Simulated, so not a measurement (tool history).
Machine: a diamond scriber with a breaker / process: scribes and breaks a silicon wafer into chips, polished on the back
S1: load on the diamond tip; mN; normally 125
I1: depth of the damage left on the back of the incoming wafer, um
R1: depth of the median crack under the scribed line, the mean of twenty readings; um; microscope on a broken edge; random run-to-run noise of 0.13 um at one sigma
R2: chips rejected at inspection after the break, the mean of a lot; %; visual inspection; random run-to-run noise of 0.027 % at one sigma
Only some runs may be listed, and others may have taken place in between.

run   hour   S1    I1     R1    R2
  1      0  108  0.03   9.35  2.92
  2   22.1  108  0.02   9.36  2.92
  3   42.2  108  0.02   9.41  3.06
  4   54.7  125  0.03  10.24  1.29
  5   71.3  125  0.04  10.11  1.38
  6   92.1  125  0.03   9.99  1.43
  7  104.2  125  0.04   9.79  1.46
  8  135.5   95  0.01   8.44  5.62
  9  148.7   95  0.01   8.34   5.6
 10    162   95  0.04   8.65   6.1
 11  174.8  148  0.01  10.84  0.73
 12  203.7  138  0.05  10.35   0.9
 13    231  138  0.01  10.48  0.89
 14  250.9  138  0.02  10.16  0.95
     263.1  -- diamond tip replaced by a new one
 15  266.8  125  0.03  10.89   0.7
 16  299.8   95  0.05   9.24   2.8
 17  320.6  135  0.02  11.23  0.84
 18  349.8  125  0.05  10.84  0.73
 19  362.6  125  0.03  10.92  0.77
 20  392.8  156  0.03  12.09  1.64
 21  415.9  159  0.04  12.28  1.69
 22  440.2   99  0.02   9.48  2.72
     451.7  -- load on the tip recalibrated
 23  467.8  125  0.03  10.53  0.78
 24  490.1   97  0.01   9.28  3.13
 25  506.7  160  0.01  12.42   1.8
 26  531.8   91  0.02   8.92  4.49
 27  567.4  125  0.01  10.56  0.88
 28  588.1  107  0.03   9.89  1.95
 29  664.2  111  0.05    9.8  1.74

Predict each of these 4 candidate next runs independently; none follows another, all start after run 29:
  A  664.8   98  0.05   ?   ?
  B  664.8  157  0.05   ?   ?
  C  664.8  158  0.05   ?   ?
  D  664.8  113  0.05   ?   ?

run     R1    R2
  A   8.95  3.38
  B  11.73  1.28
  C  11.77  1.33
  D   9.69  1.59
With the hidden condition removed and each run's random variation left untouched, the same runs would have given:
run     R1    R2
  A   9.39  2.19
  B  12.31  2.09
  C  12.36  2.17
  D  10.17  0.98
